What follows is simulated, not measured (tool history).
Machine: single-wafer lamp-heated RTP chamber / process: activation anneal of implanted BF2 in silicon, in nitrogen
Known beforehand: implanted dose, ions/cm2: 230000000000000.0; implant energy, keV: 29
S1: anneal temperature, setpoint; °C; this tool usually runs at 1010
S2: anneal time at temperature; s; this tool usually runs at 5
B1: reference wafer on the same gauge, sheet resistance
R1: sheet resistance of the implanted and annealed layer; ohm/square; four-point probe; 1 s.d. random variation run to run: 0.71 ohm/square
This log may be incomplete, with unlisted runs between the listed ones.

run	hour	S1	S2	B1	R1
1	0.0	1010	7	500.32	473.58
2	14.3	1010	7	499.93	473.29
3	27.4	1010	7	500.29	472.00
4	45.3	1010	5	499.96	474.87
5	59.1	1010	5	500.31	474.56
6	70.7	1022	5	500.15	472.83
7	81.9	1022	5	500.14	472.63
8	88.0	1010	5	499.79	474.47
# hour 102.9: gauge calibrated
# hour 108.0: pyrometer window cleaned and pyrometer calibrated
# hour 108.8: reflector plate cleaned
9	109.3	1010	5	499.90	473.57
10	110.0	986	3	500.15	482.32
11	116.3	998	4	499.74	477.01
12	127.4	1032	3	499.86	473.95
13	144.8	1019	8	500.14	473.30
14	158.8	1024	3	499.92	474.38
15	175.4	1028	4	499.95	472.63

5 options for the next run, each taken on its own from the tool as it stands now. Forecast them:
A	175.8	1010	5	?	?
B	175.8	1038	3	?	?
C	175.8	990	5	?	?
D	175.8	985	5	?	?
E	175.8	1024	7	?	?

run	B1	R1
A	499.96	474.45
B	499.96	473.72
C	499.96	479.07
D	499.96	481.32
E	499.96	472.11
What these runs would have given with no unlogged condition in the tool:
run	R1
A	474.45
B	473.72
C	479.07
D	481.32
E	472.11
